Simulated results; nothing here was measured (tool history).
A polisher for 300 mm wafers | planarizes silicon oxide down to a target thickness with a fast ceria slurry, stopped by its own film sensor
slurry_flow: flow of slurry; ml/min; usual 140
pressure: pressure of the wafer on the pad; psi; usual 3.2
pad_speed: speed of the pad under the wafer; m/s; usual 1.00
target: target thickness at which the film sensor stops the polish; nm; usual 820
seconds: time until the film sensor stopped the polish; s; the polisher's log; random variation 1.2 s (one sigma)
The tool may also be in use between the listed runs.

| run | day | slurry_flow | pressure | pad_speed | target | wafers since the last listed run | wafers polished on this pad | hours since the slurry nozzle was cleaned | hours since the head pressure was calibrated | incoming thickness of the incoming film, nm | seconds |
|---|---|---|---|---|---|---|---|---|---|---|---|
| 1 | 0.000 | 165 | 3.2 | 1.00 | 820 | 0 | 901 | 92.6 | 1062.6 | 1938.9 | 64.2 |
| 2 | 3.950 | 140 | 3.2 | 1.00 | 820 | 1204 | 2105 | 187.4 | 1157.4 | 1968.4 | 75.3 |
|  | 5.667 | worn pad replaced by a new one |
|  | 6.933 | slurry nozzle cleaned |
| 3 | 7.583 | 140 | 3.2 | 1.00 | 820 | 1044 | 571 | 15.6 | 1244.6 | 1909.6 | 62.0 |
| 4 | 9.321 | 140 | 3.2 | 1.00 | 820 | 529 | 1101 | 57.3 | 1286.3 | 1921.8 | 66.5 |
|  | 13.100 | worn pad replaced by a new one |
|  | 13.196 | head pressure recalibrated |
| 5 | 13.217 | 120 | 3.2 | 1.00 | 820 | 1111 | 9 | 150.8 | 0.5 | 1963.5 | 68.2 |
| 6 | 16.404 | 120 | 3.2 | 1.00 | 820 | 972 | 981 | 227.3 | 77.0 | 1929.2 | 66.7 |
|  | 17.883 | slurry nozzle cleaned |
| 7 | 18.888 | 120 | 3.2 | 1.00 | 820 | 744 | 1726 | 24.1 | 136.6 | 1941.1 | 70.5 |
| 8 | 20.521 | 125 | 3.2 | 1.00 | 929 | 498 | 2224 | 63.3 | 175.8 | 1938.9 | 66.4 |
|  | 21.650 | worn pad replaced by a new one |
| 9 | 24.388 | 140 | 3.2 | 1.00 | 589 | 1128 | 834 | 156.1 | 268.6 | 1901.8 | 80.8 |
| 10 | 27.883 | 140 | 4.1 | 0.78 | 581 | 1066 | 1900 | 240.0 | 352.5 | 1924.6 | 95.5 |
|  | 29.121 | slurry nozzle cleaned |
|  | 30.842 | worn pad replaced by a new one |
| 11 | 32.333 | 140 | 2.3 | 1.00 | 820 | 1293 | 455 | 77.1 | 459.3 | 1920.0 | 81.9 |
| 12 | 34.792 | 140 | 3.2 | 1.00 | 820 | 749 | 1204 | 136.1 | 518.3 | 1925.8 | 68.1 |
| 13 | 37.250 | 120 | 2.7 | 1.00 | 820 | 749 | 1954 | 195.1 | 577.3 | 1940.6 | 82.7 |
|  | 38.717 | slurry nozzle cleaned |
|  | 39.988 | worn pad replaced by a new one |
| 14 | 40.921 | 120 | 2.7 | 1.00 | 820 | 1055 | 284 | 52.9 | 665.4 | 1939.4 | 76.1 |

The tool's hidden state at each run:
slurry flow missing at the pad, %: 0 in every run
deviation of the head's pressure from its setpoint, %: 0 in every run
H1: removal rate lost through wear of the pad, %
| run | H1 |
|---|---|
| 1 | 1.76 |
| 2 | 8.73 |
| 3 | 1.29 |
| 4 | 3.02 |
| 5 | 0.0196 |
| 6 | 1.97 |
| 7 | 6.02 |
| 8 | 9.88 |
| 9 | 3 |
| 10 | 8.62 |
| 11 | 1.96 |
| 12 | 4.36 |
| 13 | 8.92 |
| 14 | 1.42 |

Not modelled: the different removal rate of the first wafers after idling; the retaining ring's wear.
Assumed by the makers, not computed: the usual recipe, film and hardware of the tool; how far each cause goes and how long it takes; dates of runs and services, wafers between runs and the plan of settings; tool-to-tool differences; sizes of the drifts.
